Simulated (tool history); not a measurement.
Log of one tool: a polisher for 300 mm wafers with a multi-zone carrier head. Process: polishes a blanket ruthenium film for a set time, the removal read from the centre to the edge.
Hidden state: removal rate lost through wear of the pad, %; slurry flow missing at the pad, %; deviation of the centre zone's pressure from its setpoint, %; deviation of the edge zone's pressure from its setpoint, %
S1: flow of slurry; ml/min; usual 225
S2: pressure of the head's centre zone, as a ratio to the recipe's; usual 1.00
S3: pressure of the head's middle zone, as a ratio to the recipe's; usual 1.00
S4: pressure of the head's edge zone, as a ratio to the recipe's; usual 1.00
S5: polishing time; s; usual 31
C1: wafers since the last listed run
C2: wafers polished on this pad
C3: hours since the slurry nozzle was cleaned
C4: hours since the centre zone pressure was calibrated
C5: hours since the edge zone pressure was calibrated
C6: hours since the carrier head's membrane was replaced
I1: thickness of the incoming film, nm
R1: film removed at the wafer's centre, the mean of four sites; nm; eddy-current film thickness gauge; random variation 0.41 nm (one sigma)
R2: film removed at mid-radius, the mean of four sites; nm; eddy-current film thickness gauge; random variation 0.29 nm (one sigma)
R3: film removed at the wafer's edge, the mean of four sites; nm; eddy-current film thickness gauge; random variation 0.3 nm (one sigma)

{"run": 1, "hour": 0.0, "S1": 225, "S2": 0.93, "S3": 1.0, "S4": 1.0, "S5": 31, "C1": 0, "C2": 1139, "C3": 246.1, "C4": 466.4, "C5": 606.5, "C6": 653.9, "I1": 393.5, "R1": 28.5, "R2": 28.2, "R3": 29.3}
{"run": 2, "hour": 61.8, "S1": 225, "S2": 1.0, "S3": 1.0, "S4": 1.0, "S5": 31, "C1": 955, "C2": 2095, "C3": 307.9, "C4": 528.2, "C5": 668.3, "C6": 715.7, "I1": 390.4, "R1": 30.9, "R2": 28.1, "R3": 28.6}
{"run": 3, "hour": 113.7, "S1": 225, "S2": 1.0, "S3": 1.0, "S4": 1.0, "S5": 31, "C1": 802, "C2": 2897, "C3": 359.8, "C4": 580.1, "C5": 720.2, "C6": 767.6, "I1": 381.9, "R1": 30.4, "R2": 28.6, "R3": 29.0}
{"hour": 122.4, "done": "slurry nozzle cleaned"}
{"hour": 151.9, "done": "worn pad replaced by a new one"}
{"run": 4, "hour": 161.6, "S1": 225, "S2": 1.0, "S3": 1.0, "S4": 1.0, "S5": 23, "C1": 663, "C2": 150, "C3": 39.2, "C4": 628.0, "C5": 768.1, "C6": 815.5, "I1": 392.9, "R1": 24.0, "R2": 21.0, "R3": 22.2}
{"run": 5, "hour": 203.8, "S1": 225, "S2": 1.0, "S3": 1.0, "S4": 1.0, "S5": 31, "C1": 652, "C2": 803, "C3": 81.4, "C4": 670.2, "C5": 810.3, "C6": 857.7, "I1": 389.2, "R1": 31.3, "R2": 28.8, "R3": 29.1}
{"run": 6, "hour": 265.5, "S1": 225, "S2": 1.0, "S3": 1.0, "S4": 1.0, "S5": 31, "C1": 954, "C2": 1757, "C3": 143.1, "C4": 731.9, "C5": 872.0, "C6": 919.4, "I1": 389.6, "R1": 31.3, "R2": 28.8, "R3": 29.1}
{"hour": 385.1, "done": "worn pad replaced by a new one"}
{"run": 7, "hour": 385.6, "S1": 225, "S2": 1.0, "S3": 1.0, "S4": 1.0, "S5": 31, "C1": 1795, "C2": 8, "C3": 263.2, "C4": 852.0, "C5": 992.1, "C6": 1039.5, "I1": 388.2, "R1": 31.2, "R2": 28.7, "R3": 29.2}
{"run": 8, "hour": 451.0, "S1": 185, "S2": 1.0, "S3": 1.0, "S4": 1.0, "S5": 31, "C1": 1011, "C2": 1019, "C3": 328.6, "C4": 917.4, "C5": 1057.5, "C6": 1104.9, "I1": 390.8, "R1": 31.3, "R2": 27.7, "R3": 28.7}
{"hour": 486.7, "done": "centre zone pressure recalibrated"}
{"hour": 545.5, "done": "slurry nozzle cleaned"}
{"run": 9, "hour": 548.9, "S1": 245, "S2": 1.0, "S3": 1.0, "S4": 1.08, "S5": 31, "C1": 1467, "C2": 2487, "C3": 3.4, "C4": 62.2, "C5": 1155.4, "C6": 1202.8, "I1": 384.6, "R1": 29.0, "R2": 29.0, "R3": 29.9}
{"hour": 618.9, "done": "worn pad replaced by a new one"}
{"run": 10, "hour": 644.9, "S1": 245, "S2": 1.0, "S3": 1.06, "S4": 1.0, "S5": 31, "C1": 1422, "C2": 401, "C3": 99.4, "C4": 158.2, "C5": 1251.4, "C6": 1298.8, "I1": 390.2, "R1": 30.6, "R2": 30.5, "R3": 30.0}
{"hour": 700.4, "done": "carrier head's membrane replaced by a new one"}
{"run": 11, "hour": 732.5, "S1": 245, "S2": 1.0, "S3": 1.06, "S4": 1.0, "S5": 31, "C1": 1277, "C2": 1678, "C3": 187.0, "C4": 245.8, "C5": 1339.0, "C6": 32.1, "I1": 392.1, "R1": 31.0, "R2": 30.1, "R3": 29.6}
{"run": 12, "hour": 777.5, "S1": 225, "S2": 1.0, "S3": 1.0, "S4": 1.03, "S5": 34, "C1": 695, "C2": 2374, "C3": 232.0, "C4": 290.8, "C5": 1384.0, "C6": 77.1, "I1": 388.5, "R1": 33.4, "R2": 30.9, "R3": 32.2}
{"hour": 805.5, "done": "edge zone pressure recalibrated"}
{"run": 13, "hour": 817.5, "S1": 245, "S2": 1.0, "S3": 1.06, "S4": 1.0, "S5": 31, "C1": 587, "C2": 2962, "C3": 272.0, "C4": 330.8, "C5": 12.0, "C6": 117.1, "I1": 386.2, "R1": 31.2, "R2": 29.9, "R3": 28.9}
{"hour": 852.3, "done": "worn pad replaced by a new one"}
{"hour": 892.2, "done": "slurry nozzle cleaned"}
{"run": 14, "hour": 899.1, "S1": 225, "S2": 1.0, "S3": 1.0, "S4": 1.0, "S5": 31, "C1": 1184, "C2": 707, "C3": 6.9, "C4": 412.4, "C5": 93.6, "C6": 198.7, "I1": 386.8, "R1": 31.5, "R2": 28.7, "R3": 29.5}
{"run": 15, "hour": 982.8, "S1": 225, "S2": 1.0, "S3": 1.05, "S4": 1.0, "S5": 31, "C1": 1294, "C2": 2001, "C3": 90.6, "C4": 496.1, "C5": 177.3, "C6": 282.4, "I1": 396.0, "R1": 31.6, "R2": 29.4, "R3": 29.4}
{"run": 16, "hour": 1053.0, "S1": 225, "S2": 1.0, "S3": 1.0, "S4": 1.0, "S5": 22, "C1": 1085, "C2": 3087, "C3": 160.8, "C4": 566.3, "C5": 247.5, "C6": 352.6, "I1": 390.1, "R1": 22.1, "R2": 20.3, "R3": 20.8}
{"hour": 1109.9, "done": "worn pad replaced by a new one"}
{"run": 17, "hour": 1126.0, "S1": 160, "S2": 1.0, "S3": 1.0, "S4": 1.1, "S5": 31, "C1": 1067, "C2": 249, "C3": 233.8, "C4": 639.3, "C5": 320.5, "C6": 425.6, "I1": 386.3, "R1": 29.6, "R2": 27.0, "R3": 29.2}

3 ways to go on from here, each from the tool as it stands after run 17. What would each give?
{"run": "A", "hour": 1126.4, "S1": 225, "S2": 1.0, "S3": 1.0, "S4": 1.0, "S5": 31, "C1": 6, "C2": 255, "C3": 234.2, "C4": 639.7, "C5": 320.9, "C6": 426.0, "I1": 389.9, "R1": "?", "R2": "?", "R3": "?"}
{"run": "B", "hour": 1126.4, "S1": 300, "S2": 1.08, "S3": 1.0, "S4": 1.1, "S5": 31, "C1": 6, "C2": 255, "C3": 234.2, "C4": 639.7, "C5": 320.9, "C6": 426.0, "I1": 389.9, "R1": "?", "R2": "?", "R3": "?"}
{"run": "C", "hour": 1126.4, "S1": 225, "S2": 1.09, "S3": 1.0, "S4": 1.06, "S5": 31, "C1": 6, "C2": 255, "C3": 234.2, "C4": 639.7, "C5": 320.9, "C6": 426.0, "I1": 389.9, "R1": "?", "R2": "?", "R3": "?"}

run=A R1=30.8 R2=28.9 R3=29.1
run=B R1=34.5 R2=29.8 R3=30.9
run=C R1=33.5 R2=28.9 R3=29.7
Without the tool's hidden state the same runs would have given:
run=A R1=27.7 R2=28.9 R3=29.1
run=B R1=31.1 R2=29.8 R3=30.9
run=C R1=30.3 R2=28.9 R3=29.7
